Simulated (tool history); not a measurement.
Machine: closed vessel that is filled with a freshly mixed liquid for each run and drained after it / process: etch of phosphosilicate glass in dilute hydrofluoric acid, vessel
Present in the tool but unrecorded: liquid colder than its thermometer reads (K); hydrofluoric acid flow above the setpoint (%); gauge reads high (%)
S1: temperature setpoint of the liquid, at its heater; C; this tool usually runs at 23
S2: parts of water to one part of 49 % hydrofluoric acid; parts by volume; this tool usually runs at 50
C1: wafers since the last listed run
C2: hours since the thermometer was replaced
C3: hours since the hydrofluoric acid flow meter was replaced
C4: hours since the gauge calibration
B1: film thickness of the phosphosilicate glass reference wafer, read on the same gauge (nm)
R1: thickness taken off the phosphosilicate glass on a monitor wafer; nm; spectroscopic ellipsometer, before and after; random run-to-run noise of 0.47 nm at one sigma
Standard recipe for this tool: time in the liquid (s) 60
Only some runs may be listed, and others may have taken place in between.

Run 1, hour 0: usual settings but S2 40 parts by volume; C1 0; C2 1040.8; C3 1575.4; C4 113.6; B1 79.99. Result: R1 140.23 nm.
Run 2, hour 7.7: usual settings but S2 40 parts by volume; C1 695; C2 1048.5; C3 1583.1; C4 121.3; B1 79.99. Result: R1 138.4 nm.
Run 3, hour 22.9: usual settings but S2 40 parts by volume; C1 1373; C2 1063.7; C3 1598.3; C4 136.5; B1 79.99. Result: R1 139.77 nm.
Run 4, hour 33.9: usual settings; C1 993; C2 1074.7; C3 1609.3; C4 147.5; B1 80.01. Result: R1 110.51 nm.
Run 5, hour 40.5: usual settings but time in the liquid (s) 35; C1 596; C2 1081.3; C3 1615.9; C4 154.1; B1 80. Result: R1 64.6 nm.
Run 6, hour 58.3: usual settings; C1 1608; C2 1099.1; C3 1633.7; C4 171.9; B1 79.99. Result: R1 111 nm.
Run 7, hour 71.8: usual settings but S2 55 parts by volume; C1 1219; C2 1112.6; C3 1647.2; C4 185.4; B1 79.96. Result: R1 100.41 nm.
Run 8, hour 83.7: usual settings but S2 55 parts by volume; C1 1075; C2 1124.5; C3 1659.1; C4 197.3; B1 80.02. Result: R1 100.33 nm.
Run 9, hour 100.9: usual settings; C1 1554; C2 1141.7; C3 1676.3; C4 214.5; B1 80.01. Result: R1 110.8 nm.
At hour 115.9: thermometer replaced.
Run 10, hour 118.5: usual settings; C1 1499; C2 2.6; C3 1693.9; C4 232.1; B1 80. Result: R1 110.47 nm.
At hour 138.5: hydrofluoric acid flow meter replaced.
Run 11, hour 171.3: usual settings but S1 25 C, S2 65 parts by volume, time in the liquid (s) 95; C1 4680; C2 55.4; C3 32.8; C4 284.9; B1 80. Result: R1 127.14 nm.
Run 12, hour 180.2: usual settings but S2 25 parts by volume, time in the liquid (s) 90; C1 804; C2 64.3; C3 41.7; C4 293.8; B1 79.97. Result: R1 306.31 nm.
At hour 187.4: gauge calibrated.
Run 13, hour 194.6: usual settings; C1 1301; C2 78.7; C3 56.1; C4 7.2; B1 80.02. Result: R1 98.67 nm.
Run 14, hour 209.3: usual settings but S1 25.5 C, time in the liquid (s) 45; C1 1328; C2 93.4; C3 70.8; C4 21.9; B1 80.04. Result: R1 81.56 nm.
Run 15, hour 226.6: usual settings but S1 26 C, S2 35 parts by volume, time in the liquid (s) 35; C1 1563; C2 110.7; C3 88.1; C4 39.2; B1 79.99. Result: R1 95.14 nm.
Run 16, hour 237.6: usual settings but time in the liquid (s) 75; C1 993; C2 121.7; C3 99.1; C4 50.2; B1 79.99. Result: R1 124.13 nm.
Run 17, hour 252.1: usual settings but S1 21 C, S2 70 parts by volume, time in the liquid (s) 45; C1 1310; C2 136.2; C3 113.6; C4 64.7; B1 79.99. Result: R1 47.73 nm.
Run 18, hour 260: usual settings but S1 24.5 C, time in the liquid (s) 45; C1 713; C2 144.1; C3 121.5; C4 72.6; B1 80.01. Result: R1 79.41 nm.
Run 19, hour 276: usual settings; C1 1445; C2 160.1; C3 137.5; C4 88.6; B1 80.02. Result: R1 98.97 nm.
Run 20, hour 282.9: usual settings but S1 25.5 C, time in the liquid (s) 45; C1 623; C2 167; C3 144.4; C4 95.5; B1 80. Result: R1 83.17 nm.
Run 21, hour 299.1: usual settings but time in the liquid (s) 80; C1 1463; C2 183.2; C3 160.6; C4 111.7; B1 79.99. Result: R1 132.97 nm.

Hidden condition of the tool, last listed run before each entry between runs versus first listed run after:
Between runs 9 and 10: thermometer replaced (hour 115.9)
  hydrofluoric acid flow above the setpoint (%): 12.3 -> 12.5
  measured result minus the result with no hidden state, R1: +12.86 -> +12.94 nm
Between runs 10 and 11: hydrofluoric acid flow meter replaced (hour 138.5)
  hydrofluoric acid flow above the setpoint (%): 12.5 -> 0.416
  measured result minus the result with no hidden state, R1: +12.94 -> +0.57 nm
Between runs 12 and 13: gauge calibrated (hour 187.4)
  hydrofluoric acid flow above the setpoint (%): 0.476 -> 0.574
  measured result minus the result with no hidden state, R1: +1.52 -> +0.6 nm
